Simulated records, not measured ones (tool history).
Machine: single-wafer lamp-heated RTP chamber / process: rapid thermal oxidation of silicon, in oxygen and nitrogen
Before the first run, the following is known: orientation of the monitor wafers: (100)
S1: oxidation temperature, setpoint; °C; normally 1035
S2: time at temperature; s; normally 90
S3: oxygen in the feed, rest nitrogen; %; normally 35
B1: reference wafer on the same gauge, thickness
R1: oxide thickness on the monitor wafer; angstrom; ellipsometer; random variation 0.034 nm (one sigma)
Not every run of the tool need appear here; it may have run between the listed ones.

{"run": 1, "hour": 0.0, "S1": 1035, "S2": 90, "S3": 35, "B1": 5.426, "R1": 64.24}
{"run": 2, "hour": 38.0, "S1": 1024, "S2": 90, "S3": 35, "B1": 5.426, "R1": 58.93}
{"hour": 53.2, "done": "pyrometer window cleaned and pyrometer calibrated"}
{"hour": 110.3, "done": "gauge calibrated"}
{"run": 3, "hour": 116.2, "S1": 1035, "S2": 90, "S3": 35, "B1": 5.207, "R1": 61.45}
{"run": 4, "hour": 178.9, "S1": 1058, "S2": 90, "S3": 35, "B1": 5.224, "R1": 72.76}
{"run": 5, "hour": 244.6, "S1": 1035, "S2": 90, "S3": 35, "B1": 5.263, "R1": 62.63}
{"run": 6, "hour": 301.8, "S1": 1043, "S2": 90, "S3": 35, "B1": 5.261, "R1": 65.45}
{"run": 7, "hour": 376.1, "S1": 1043, "S2": 90, "S3": 35, "B1": 5.273, "R1": 66.33}
{"run": 8, "hour": 469.1, "S1": 1043, "S2": 90, "S3": 35, "B1": 5.287, "R1": 66.25}
{"run": 9, "hour": 551.0, "S1": 1052, "S2": 90, "S3": 35, "B1": 5.305, "R1": 70.87}
{"run": 10, "hour": 658.6, "S1": 1035, "S2": 90, "S3": 35, "B1": 5.319, "R1": 63.7}
{"run": 11, "hour": 698.8, "S1": 1035, "S2": 90, "S3": 35, "B1": 5.312, "R1": 63.39}
{"run": 12, "hour": 742.4, "S1": 1035, "S2": 90, "S3": 35, "B1": 5.326, "R1": 63.32}
{"run": 13, "hour": 822.5, "S1": 1035, "S2": 90, "S3": 35, "B1": 5.34, "R1": 63.6}
{"run": 14, "hour": 871.8, "S1": 1035, "S2": 90, "S3": 35, "B1": 5.334, "R1": 63.43}
{"run": 15, "hour": 939.8, "S1": 1020, "S2": 90, "S3": 35, "B1": 5.351, "R1": 57.21}
{"hour": 987.0, "done": "pyrometer window cleaned and pyrometer calibrated"}
{"run": 16, "hour": 1026.7, "S1": 1035, "S2": 90, "S3": 35, "B1": 5.343, "R1": 63.3}
{"run": 17, "hour": 1090.6, "S1": 1035, "S2": 90, "S3": 35, "B1": 5.352, "R1": 63.67}
{"run": 18, "hour": 1165.9, "S1": 1035, "S2": 90, "S3": 35, "B1": 5.371, "R1": 63.75}
{"run": 19, "hour": 1253.9, "S1": 1035, "S2": 90, "S3": 35, "B1": 5.362, "R1": 63.49}
{"run": 20, "hour": 1291.0, "S1": 1035, "S2": 90, "S3": 17, "B1": 5.378, "R1": 49.67}
{"run": 21, "hour": 1332.2, "S1": 1044, "S2": 130, "S3": 17, "B1": 5.383, "R1": 61.64}

Run 22 is up next; what results do you expect?
{"run": 22, "hour": 1399.9, "S1": 1052, "S2": 75, "S3": 23, "B1": "?", "R1": "?"}

Logged for run 22: B1 5.38, R1 57.14 angstrom.
If the tool had no hidden condition, the same run with the same run-to-run variation would have returned R1 55.64 angstrom.
